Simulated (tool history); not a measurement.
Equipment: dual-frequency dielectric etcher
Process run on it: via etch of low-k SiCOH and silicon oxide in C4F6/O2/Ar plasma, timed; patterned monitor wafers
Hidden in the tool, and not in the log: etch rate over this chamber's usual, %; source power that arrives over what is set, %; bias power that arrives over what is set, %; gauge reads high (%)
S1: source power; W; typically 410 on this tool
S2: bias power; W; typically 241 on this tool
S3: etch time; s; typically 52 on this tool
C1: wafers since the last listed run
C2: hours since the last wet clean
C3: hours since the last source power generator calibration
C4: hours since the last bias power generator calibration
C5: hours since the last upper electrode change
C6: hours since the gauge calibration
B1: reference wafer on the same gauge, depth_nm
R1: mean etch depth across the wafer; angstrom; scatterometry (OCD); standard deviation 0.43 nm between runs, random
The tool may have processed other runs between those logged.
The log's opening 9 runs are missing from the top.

Run 10, hour 318.9: usual settings; C1 229; C2 486.7; C3 3755.3; C4 1534.8; C5 4520.2; C6 731.9; B1 143.1. Result: R1 1557 angstrom.
At hour 324: bias power generator calibrated.
At hour 347.8: wet clean of the chamber.
Run 11, hour 353.2: usual settings; C1 84; C2 5.4; C3 3789.6; C4 29.2; C5 4554.5; C6 766.2; B1 143. Result: R1 1523 angstrom.
Run 12, hour 373.6: usual settings; C1 263; C2 25.8; C3 3810; C4 49.6; C5 4574.9; C6 786.6; B1 143. Result: R1 1541 angstrom.
Run 13, hour 408.4: usual settings; C1 449; C2 60.6; C3 3844.8; C4 84.4; C5 4609.7; C6 821.4; B1 143. Result: R1 1537 angstrom.
At hour 420.9: source power generator calibrated.
At hour 438.4: upper electrode replaced, of another model than before.
Run 14, hour 438.9: usual settings; C1 115; C2 91.1; C3 18; C4 114.9; C5 0.5; C6 851.9; B1 142.9. Result: R1 1538 angstrom.
Run 15, hour 450.2: usual settings; C1 145; C2 102.4; C3 29.3; C4 126.2; C5 11.8; C6 863.2; B1 142.9. Result: R1 1537 angstrom.
At hour 483.8: gauge calibrated.
Run 16, hour 484: usual settings but S1 330 W; C1 436; C2 136.2; C3 63.1; C4 160; C5 45.6; C6 0.2; B1 142.9. Result: R1 1297 angstrom.
Run 17, hour 505.6: usual settings but S3 42 s; C1 278; C2 157.8; C3 84.7; C4 181.6; C5 67.2; C6 21.8; B1 142.9. Result: R1 1249 angstrom.
Run 18, hour 523.3: usual settings; C1 228; C2 175.5; C3 102.4; C4 199.3; C5 84.9; C6 39.5; B1 143. Result: R1 1538 angstrom.
Run 19, hour 547.9: usual settings but S1 340 W, S2 295 W, S3 46.5 s; C1 317; C2 200.1; C3 127; C4 223.9; C5 109.5; C6 64.1; B1 143. Result: R1 1352 angstrom.
Run 20, hour 625.8: usual settings but S2 276 W, S3 57 s; C1 1005; C2 278; C3 204.9; C4 301.8; C5 187.4; C6 142; B1 143.1. Result: R1 1835 angstrom.
Run 21, hour 682.7: usual settings but S3 40 s; C1 734; C2 334.9; C3 261.8; C4 358.7; C5 244.3; C6 198.9; B1 142.9. Result: R1 1196 angstrom.
Run 22, hour 699.6: usual settings; C1 218; C2 351.8; C3 278.7; C4 375.6; C5 261.2; C6 215.8; B1 143. Result: R1 1545 angstrom.
Run 23, hour 732.9: usual settings; C1 429; C2 385.1; C3 312; C4 408.9; C5 294.5; C6 249.1; B1 142.9. Result: R1 1544 angstrom.
Run 24, hour 747.1: usual settings but S2 267 W, S3 63 s; C1 183; C2 399.3; C3 326.2; C4 423.1; C5 308.7; C6 263.3; B1 143.1. Result: R1 2003 angstrom.
Run 25, hour 768.5: usual settings; C1 276; C2 420.7; C3 347.6; C4 444.5; C5 330.1; C6 284.7; B1 143. Result: R1 1550 angstrom.
At hour 805.4: wet clean of the chamber.
Run 26, hour 805.9: usual settings but S1 330 W, S2 220 W, S3 37 s; C1 172; C2 0.5; C3 385; C4 481.9; C5 367.5; C6 322.1; B1 143. Result: R1 871 angstrom.
Run 27, hour 806.2: usual settings but S1 500 W, S2 287 W, S3 60 s; C1 3; C2 0.8; C3 385.3; C4 482.2; C5 367.8; C6 322.4; B1 143.1. Result: R1 2276 angstrom.
Run 28, hour 838.7: usual settings but S2 190 W, S3 64.5 s; C1 419; C2 33.3; C3 417.8; C4 514.7; C5 400.3; C6 354.9; B1 142.9. Result: R1 1623 angstrom.
Run 29, hour 861.9: usual settings but S1 470 W, S2 293 W, S3 40 s; C1 299; C2 56.5; C3 441; C4 537.9; C5 423.5; C6 378.1; B1 143.2. Result: R1 1472 angstrom.
Run 30, hour 884.5: usual settings but S3 64 s; C1 291; C2 79.1; C3 463.6; C4 560.5; C5 446.1; C6 400.7; B1 143.1. Result: R1 1905 angstrom.

Forecast run 31:
Run 31, hour 918.6: usual settings but S3 39.5 s; C1 440; C2 113.2; C3 497.7; C4 594.6; C5 480.2; C6 434.8; B1 ?. Result: R1 ?.

For run 31 the tool returned B1 142.9, R1 1182 angstrom.
With no hidden state in the tool, this same run would have given R1 1168 angstrom.

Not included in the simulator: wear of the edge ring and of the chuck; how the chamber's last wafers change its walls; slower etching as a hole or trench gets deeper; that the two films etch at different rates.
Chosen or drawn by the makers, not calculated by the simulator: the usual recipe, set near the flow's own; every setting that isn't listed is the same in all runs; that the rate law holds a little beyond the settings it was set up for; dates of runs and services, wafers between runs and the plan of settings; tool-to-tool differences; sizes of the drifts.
